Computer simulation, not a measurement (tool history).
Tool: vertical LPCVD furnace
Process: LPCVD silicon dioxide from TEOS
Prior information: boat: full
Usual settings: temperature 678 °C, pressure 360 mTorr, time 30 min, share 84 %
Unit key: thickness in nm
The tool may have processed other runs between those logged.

| run | hour | temperature | pressure | time | share | wafers since the last listed run | hours since the last temperature calibration | hours since the pressure gauge was zeroed | hours since the TEOS flow controller was replaced | hours since the gauge calibration | read-back reference wafer on the same gauge, thickness | thickness |
|---|---|---|---|---|---|---|---|---|---|---|---|---|
| 1 | 0 | 678 | 310 | 30 | 84 | 0 | 1061.5 | 2698.7 | 2847.6 | 13.4 | 181.99 | 156.07 |
| 2 | 60 | 678 | 310 | 30 | 84 | 1044 | 1121.5 | 2758.7 | 2907.6 | 73.4 | 181.96 | 155.99 |
| 3 | 129.8 | 678 | 310 | 30 | 84 | 1215 | 1191.3 | 2828.5 | 2977.4 | 143.2 | 182.03 | 155.66 |
| 4 | 161.9 | 678 | 360 | 30 | 80 | 559 | 1223.4 | 2860.6 | 3009.5 | 175.3 | 181.97 | 164.25 |
| 5 | 211.7 | 678 | 360 | 30 | 84 | 867 | 1273.2 | 2910.4 | 3059.3 | 225.1 | 181.96 | 168.6 |
| 6 | 242.4 | 678 | 360 | 30 | 84 | 534 | 1303.9 | 2941.1 | 3090 | 255.8 | 181.98 | 168.23 |
| 7 | 294.3 | 678 | 360 | 30 | 84 | 903 | 1355.8 | 2993 | 3141.9 | 307.7 | 181.97 | 168.52 |
| 8 | 324.5 | 678 | 360 | 30 | 84 | 525 | 1386 | 3023.2 | 3172.1 | 337.9 | 182.05 | 168.3 |
| 9 | 371.1 | 678 | 360 | 36.5 | 73 | 811 | 1432.6 | 3069.8 | 3218.7 | 384.5 | 181.96 | 190.8 |
| 10 | 425.8 | 687 | 440 | 19 | 76 | 952 | 1487.3 | 3124.5 | 3273.4 | 439.2 | 181.93 | 140.26 |
|  | 475.1 | pressure gauge zeroed |
|  | 476.5 | TEOS flow controller replaced |
| 11 | 477 | 678 | 360 | 36 | 88 | 449 | 1538.5 | 1.9 | 0.5 | 490.4 | 181.95 | 211.83 |
|  | 520.7 | gauge calibrated |
| 12 | 524 | 689 | 415 | 19 | 90 | 818 | 1585.5 | 48.9 | 47.5 | 3.3 | 182.06 | 158.24 |
| 13 | 558.7 | 678 | 360 | 30 | 84 | 604 | 1620.2 | 83.6 | 82.2 | 38 | 181.96 | 172.63 |
|  | 599.5 | thermocouples replaced and temperature profile calibrated |
| 14 | 600.5 | 678 | 360 | 30 | 84 | 310 | 1 | 125.4 | 124 | 79.8 | 182.04 | 168.3 |
| 15 | 635.6 | 678 | 400 | 38 | 84 | 611 | 36.1 | 160.5 | 159.1 | 114.9 | 181.96 | 224.96 |
| 16 | 701.5 | 678 | 420 | 30 | 84 | 1147 | 102 | 226.4 | 225 | 180.8 | 182.04 | 182.39 |
| 17 | 766.8 | 678 | 360 | 30 | 84 | 1137 | 167.3 | 291.7 | 290.3 | 246.1 | 182.07 | 169.5 |

Consider 4 possible next runs. They are alternatives, not a sequence: every one starts from the tool as it was left by run 17. What does each give?
| A | 770.9 | 689 | 360 | 30 | 84 | 71 | 171.4 | 295.8 | 294.4 | 250.2 | ? | ? |
| B | 770.9 | 689 | 360 | 34 | 75 | 71 | 171.4 | 295.8 | 294.4 | 250.2 | ? | ? |
| C | 770.9 | 678 | 305 | 30 | 93 | 71 | 171.4 | 295.8 | 294.4 | 250.2 | ? | ? |
| D | 770.9 | 672 | 410 | 21 | 90 | 71 | 171.4 | 295.8 | 294.4 | 250.2 | ? | ? |

| run | read-back reference wafer on the same gauge, thickness | thickness |
|---|---|---|
| A | 182.01 | 220.76 |
| B | 182.01 | 236.41 |
| C | 182.01 | 164.04 |
| D | 182.01 | 113.14 |
With no hidden state in the tool, these same runs would have given:
| run | thickness |
|---|---|
| A | 218.8 |
| B | 234.31 |
| C | 162.6 |
| D | 112.06 |
